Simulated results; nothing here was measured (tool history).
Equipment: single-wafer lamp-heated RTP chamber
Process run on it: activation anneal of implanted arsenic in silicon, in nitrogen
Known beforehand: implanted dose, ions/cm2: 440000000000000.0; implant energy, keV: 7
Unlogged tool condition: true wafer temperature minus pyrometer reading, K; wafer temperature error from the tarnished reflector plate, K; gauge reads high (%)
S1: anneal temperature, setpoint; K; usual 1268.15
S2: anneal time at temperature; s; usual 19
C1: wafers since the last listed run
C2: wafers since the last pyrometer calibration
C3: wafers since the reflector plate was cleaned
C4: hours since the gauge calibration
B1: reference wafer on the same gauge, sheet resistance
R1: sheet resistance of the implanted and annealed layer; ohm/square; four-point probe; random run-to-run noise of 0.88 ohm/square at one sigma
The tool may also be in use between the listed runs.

run	hour	S1	S2	C1	C2	C3	C4	B1	R1
1	0.0	1268.15	26	0	4431	5900	514.5	274.86	262.54
2	32.1	1268.15	26	708	5139	6608	546.6	274.83	262.35
3	52.4	1268.15	26	447	5587	7056	566.9	274.85	260.05
# hour 65.1: reflector plate cleaned
# hour 75.3: gauge calibrated
4	79.1	1268.15	27	412	5999	308	3.8	274.61	262.14
5	94.0	1268.15	27	328	6328	637	18.7	274.94	262.23
6	122.5	1268.15	19	628	6956	1265	47.2	274.55	266.29
7	145.3	1268.15	19	502	7459	1768	70.0	275.16	268.27
8	164.1	1268.15	19	414	7874	2183	88.8	274.92	267.36
# hour 180.7: pyrometer window cleaned and pyrometer calibrated
9	228.5	1268.15	19	1243	1054	3427	153.2	274.80	265.31
10	320.7	1268.15	19	2033	3088	5460	245.4	275.05	266.99
11	342.1	1268.15	19	472	3560	5932	266.8	274.89	265.20
12	364.1	1268.15	19	485	4045	6418	288.8	274.91	266.31
13	379.7	1268.15	19	344	4389	6762	304.4	274.53	265.64
14	392.2	1268.15	19	275	4665	7037	316.9	274.78	265.26
# hour 417.3: reflector plate cleaned
15	483.6	1285.15	11	1839	6505	1461	408.3	274.71	272.29
16	499.0	1268.15	14	339	6844	1801	423.7	275.18	272.82
# hour 517.3: pyrometer window cleaned and pyrometer calibrated
17	531.5	1268.15	14	540	313	2341	456.2	274.88	270.89
18	544.6	1268.15	19	288	602	2630	469.3	274.83	269.36
19	578.5	1297.15	25	747	1350	3378	503.2	274.40	251.65
# hour 589.9: gauge calibrated
20	614.0	1295.15	26	783	2133	4161	24.1	274.66	251.10
21	630.1	1280.15	19	355	2488	4516	40.2	275.05	262.69
22	665.7	1239.15	28	785	3273	5301	75.8	275.08	269.47
23	699.4	1247.15	19	743	4016	6044	109.5	275.12	274.33
24	730.5	1268.15	19	685	4702	6730	140.6	275.19	266.77
25	744.9	1247.15	22	317	5020	7048	155.0	275.04	272.33
26	760.1	1268.15	27	335	5355	7383	170.2	274.99	261.09
# hour 794.8: reflector plate cleaned
27	795.3	1268.15	19	599	5955	11	205.4	275.30	269.84
28	820.5	1285.15	11	555	6511	567	230.6	275.04	270.11
29	853.8	1268.15	30	734	7245	1302	263.9	274.95	261.21
30	872.2	1276.15	10	405	7651	1708	282.3	275.26	274.51
31	903.4	1268.15	19	688	8339	2396	313.5	274.98	268.37
# hour 916.1: pyrometer window cleaned and pyrometer calibrated
32	928.2	1251.15	30	370	266	2766	338.3	274.79	265.83
33	954.3	1250.15	27	575	841	3342	364.4	274.59	267.44
34	978.3	1280.15	19	529	1371	3871	388.4	275.38	260.96
35	994.8	1260.15	11	363	1735	4235	404.9	275.26	279.64

What if the next run were any one of these 4? Each begins from the tool's condition after run 35:
A	995.2	1268.15	19	8	1744	4244	405.3	?	?
B	995.2	1243.15	8	8	1744	4244	405.3	?	?
C	995.2	1281.15	11	8	1744	4244	405.3	?	?
D	995.2	1252.15	27	8	1744	4244	405.3	?	?

run	B1	R1
A	274.87	266.66
B	274.87	288.67
C	274.87	270.49
D	274.87	266.47
The same runs, with their run-to-run variation unchanged, on a tool lacking any hidden condition would have given:
run	R1
A	269.44
B	292.26
C	273.17
D	269.12

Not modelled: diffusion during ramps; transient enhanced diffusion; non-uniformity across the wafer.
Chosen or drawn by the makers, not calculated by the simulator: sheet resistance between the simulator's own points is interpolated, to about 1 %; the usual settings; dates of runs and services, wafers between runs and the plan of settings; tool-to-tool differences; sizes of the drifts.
